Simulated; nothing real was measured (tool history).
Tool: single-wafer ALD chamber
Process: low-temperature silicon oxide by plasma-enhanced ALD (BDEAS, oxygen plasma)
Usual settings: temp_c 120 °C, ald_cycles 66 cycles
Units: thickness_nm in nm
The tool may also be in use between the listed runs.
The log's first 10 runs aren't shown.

run    hour  temp_c  ald_cycles  wafers since the last listed run  hours since the last thermocouple change  hours since the gauge calibration  read-back reference wafer on the same gauge, thickness_nm  thickness_nm
 11   760.8     120          66                               406                                     830.8                              782.4                                                     10.905        10.223
 12   839.8     120          66                               465                                     909.8                              861.4                                                     10.899        10.232
 13   921.5     120          66                               481                                     991.5                              943.1                                                     10.896        10.264
 14   962.6     120          66                               242                                    1032.6                              984.2                                                     10.903        10.201
 15  1062.0     120          66                               585                                    1132.0                             1083.6                                                     10.897        10.273
 16  1142.0     120          66                               471                                    1212.0                             1163.6                                                     10.896        10.222
 17  1217.8     120          66                               446                                    1287.8                             1239.4                                                     10.897        10.236
 18  1297.3     120          66                               468                                    1367.3                             1318.9                                                     10.901        10.197
 19  1398.8     109          79                               597                                    1468.8                             1420.4                                                     10.902        12.465
 20  1478.0     134          70                               466                                    1548.0                             1499.6                                                     10.899        10.610
 21  1787.1     107          74                              1820                                    1857.1                             1808.7                                                     10.896        11.668
     1787.9  -- gauge calibrated
 22  1878.7     120          57                               539                                    1948.7                               90.8                                                     10.899         8.779
 23  1945.4     111          77                               392                                    2015.4                              157.5                                                     10.898        12.068
 24  1984.3     120          66                               229                                    2054.3                              196.4                                                     10.892        10.185
     2034.0  -- thermocouple changed; heater temperature recalibrated
 25  2046.1     108          75                               316                                      12.1                              258.2                                                     10.899        12.014
 26  2125.9     130          57                               470                                      91.9                              338.0                                                     10.900         8.708
 27  2185.9     134          70                               353                                     151.9                              398.0                                                     10.907        10.610
 28  2258.4     127          66                               427                                     224.4                              470.5                                                     10.907        10.200
 29  2334.7     120          66                               449                                     300.7                              546.8                                                     10.900        10.239
 30  2430.3     120          66                               563                                     396.3                              642.4                                                     10.898        10.275
 31  2475.1     120          66                               263                                     441.1                              687.2                                                     10.903        10.280
 32  2665.6     129          53                              1122                                     631.6                              877.7                                                     10.903         8.079
 33  2713.9     107          55                               284                                     679.9                              926.0                                                     10.899         8.724

3 ways to go on from here, each from the tool as it stands after run 33. What would each give?
  A  2714.4     131          66                                 2                                     680.4                              926.5                                                          ?             ?
  B  2714.4     130          61                                 2                                     680.4                              926.5                                                          ?             ?
  C  2714.4     124          54                                 2                                     680.4                              926.5                                                          ?             ?

run  read-back reference wafer on the same gauge, thickness_nm  thickness_nm
  A                                                     10.901        10.017
  B                                                     10.901         9.275
  C                                                     10.901         8.303
Without the tool's hidden state the same runs would have given:
run  thickness_nm
  A        10.040
  B         9.297
  C         8.322

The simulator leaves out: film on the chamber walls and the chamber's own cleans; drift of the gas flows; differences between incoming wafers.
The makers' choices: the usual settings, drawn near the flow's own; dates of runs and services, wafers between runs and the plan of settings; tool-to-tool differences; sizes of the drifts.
